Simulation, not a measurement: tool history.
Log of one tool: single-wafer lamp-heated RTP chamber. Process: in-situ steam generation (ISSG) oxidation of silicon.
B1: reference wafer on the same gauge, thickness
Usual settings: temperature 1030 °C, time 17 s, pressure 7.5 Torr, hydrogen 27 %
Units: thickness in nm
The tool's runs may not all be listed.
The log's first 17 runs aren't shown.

{"hour": 476.6, "done": "pyrometer window cleaned and pyrometer calibrated"}
{"run": 18, "hour": 477.2, "temperature": 1014, "time": 21, "pressure": 8.5, "hydrogen": 32, "B1": 5.653, "thickness": 6.731}
{"run": 19, "hour": 494.1, "temperature": 1030, "time": 17, "pressure": 7.5, "hydrogen": 27, "B1": 5.653, "thickness": 6.316}
{"run": 20, "hour": 519.6, "temperature": 1030, "time": 17, "pressure": 7.5, "hydrogen": 27, "B1": 5.649, "thickness": 6.382}
{"run": 21, "hour": 534.9, "temperature": 1030, "time": 17, "pressure": 6.9, "hydrogen": 32, "B1": 5.649, "thickness": 6.654}
{"run": 22, "hour": 558.2, "temperature": 1014, "time": 17, "pressure": 8.9, "hydrogen": 27, "B1": 5.646, "thickness": 5.863}
{"run": 23, "hour": 579.7, "temperature": 1030, "time": 20, "pressure": 7.5, "hydrogen": 32, "B1": 5.651, "thickness": 7.197}
{"run": 24, "hour": 605.6, "temperature": 1030, "time": 17, "pressure": 7.5, "hydrogen": 27, "B1": 5.654, "thickness": 6.361}
{"run": 25, "hour": 628.6, "temperature": 1030, "time": 17, "pressure": 7.5, "hydrogen": 22, "B1": 5.651, "thickness": 6.026}
{"run": 26, "hour": 654.5, "temperature": 1025, "time": 17, "pressure": 7.5, "hydrogen": 27, "B1": 5.648, "thickness": 6.239}
{"run": 27, "hour": 681.2, "temperature": 1041, "time": 11, "pressure": 7.1, "hydrogen": 30, "B1": 5.649, "thickness": 5.63}
{"run": 28, "hour": 698.5, "temperature": 1042, "time": 12, "pressure": 6.9, "hydrogen": 32, "B1": 5.65, "thickness": 6.014}
{"run": 29, "hour": 727.1, "temperature": 1030, "time": 17, "pressure": 7.5, "hydrogen": 19, "B1": 5.648, "thickness": 5.855}
{"run": 30, "hour": 762.0, "temperature": 1049, "time": 22, "pressure": 6.9, "hydrogen": 32, "B1": 5.65, "thickness": 8.38}
{"run": 31, "hour": 797.3, "temperature": 1016, "time": 14, "pressure": 7.5, "hydrogen": 27, "B1": 5.652, "thickness": 5.471}
{"run": 32, "hour": 822.5, "temperature": 1030, "time": 20, "pressure": 7.9, "hydrogen": 27, "B1": 5.652, "thickness": 6.909}

Forecast each of these 3 alternatives for the next run:
{"run": "A", "hour": 822.9, "temperature": 1030, "time": 17, "pressure": 7.5, "hydrogen": 27, "B1": "?", "thickness": "?"}
{"run": "B", "hour": 822.9, "temperature": 1044, "time": 14, "pressure": 9, "hydrogen": 27, "B1": "?", "thickness": "?"}
{"run": "C", "hour": 822.9, "temperature": 1030, "time": 17, "pressure": 7.5, "hydrogen": 18, "B1": "?", "thickness": "?"}

run=A B1=5.646 thickness=6.408
run=B B1=5.646 thickness=6.161
run=C B1=5.646 thickness=5.785
Without the tool's hidden state the same runs would have given:
run=A thickness=6.327
run=B thickness=6.081
run=C thickness=5.712
